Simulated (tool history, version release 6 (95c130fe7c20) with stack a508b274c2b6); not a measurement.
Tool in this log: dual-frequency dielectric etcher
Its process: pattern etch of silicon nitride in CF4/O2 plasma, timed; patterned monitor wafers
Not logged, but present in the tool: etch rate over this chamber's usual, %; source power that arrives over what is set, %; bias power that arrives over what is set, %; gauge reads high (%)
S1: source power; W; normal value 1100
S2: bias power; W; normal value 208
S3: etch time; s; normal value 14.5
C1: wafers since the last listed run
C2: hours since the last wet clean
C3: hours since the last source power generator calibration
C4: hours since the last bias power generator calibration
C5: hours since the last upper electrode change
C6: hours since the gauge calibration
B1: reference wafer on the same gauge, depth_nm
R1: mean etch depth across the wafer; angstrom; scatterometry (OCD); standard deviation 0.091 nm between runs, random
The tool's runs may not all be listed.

run	hour	S1	S2	S3	C1	C2	C3	C4	C5	C6	B1	R1
1	0.0	1100	208	14.5	0	377.0	3485.0	5205.2	1948.5	169.1	49.1	598
2	30.4	1100	208	14.5	317	407.4	3515.4	5235.6	1978.9	199.5	49.1	596
3	61.0	1100	168	14.5	319	438.0	3546.0	5266.2	2009.5	230.1	49.1	573
4	81.1	1100	168	14.5	210	458.1	3566.1	5286.3	2029.6	250.2	49.1	572
5	93.8	1100	168	14.5	132	470.8	3578.8	5299.0	2042.3	262.9	49.1	572
6	108.2	1100	173	12.0	150	485.2	3593.2	5313.4	2056.7	277.3	49.1	475
# hour 124.3: bias power generator calibrated
# hour 136.9: wet clean of the chamber
7	137.4	1100	173	12.0	130	0.5	3622.4	13.1	2085.9	306.5	49.1	484
8	164.7	890	208	11.5	285	27.8	3649.7	40.4	2113.2	333.8	49.1	406
9	181.8	890	208	11.5	178	44.9	3666.8	57.5	2130.3	350.9	49.1	405
10	200.6	910	176	17.0	196	63.7	3685.6	76.3	2149.1	369.7	49.1	591
# hour 202.1: gauge calibrated
# hour 231.3: upper electrode replaced
11	231.8	1100	208	12.5	75	94.9	3716.8	107.5	0.5	29.7	49.1	518
12	247.5	1100	208	14.5	164	110.6	3732.5	123.2	16.2	45.4	49.1	602
13	267.3	1240	208	18.5	207	130.4	3752.3	143.0	36.0	65.2	49.1	847
14	292.1	1170	208	14.5	259	155.2	3777.1	167.8	60.8	90.0	49.1	631
15	306.4	1100	208	14.5	149	169.5	3791.4	182.1	75.1	104.3	49.1	601
# hour 310.7: source power generator calibrated
16	331.5	1240	179	10.5	220	194.6	20.8	207.2	100.2	129.4	49.1	465
17	365.6	950	208	11.5	356	228.7	54.9	241.3	134.3	163.5	49.1	424
18	394.8	840	236	17.5	305	257.9	84.1	270.5	163.5	192.7	49.1	602
19	413.7	1380	208	12.5	197	276.8	103.0	289.4	182.4	211.6	49.1	619

How the hidden state differs across the entries between the runs, from the last listed run before each to the first after it:
After run 6, before run 7: bias power generator calibrated (hour 124.3); wet clean of the chamber (hour 136.9)
  etch rate over this chamber's usual, %: -1.66 -> -0.0896
  measured minus no-state result, R1: -8 -> +0 angstrom
After run 10, before run 11: gauge calibrated (hour 202.1); upper electrode replaced (hour 231.3)
  etch rate over this chamber's usual, %: -0.294 -> -0.394
  measured minus no-state result, R1: -1 -> -2 angstrom
After run 15, before run 16: source power generator calibrated (hour 310.7)
  etch rate over this chamber's usual, %: -0.635 -> -0.716
  measured minus no-state result, R1: -4 -> -4 angstrom
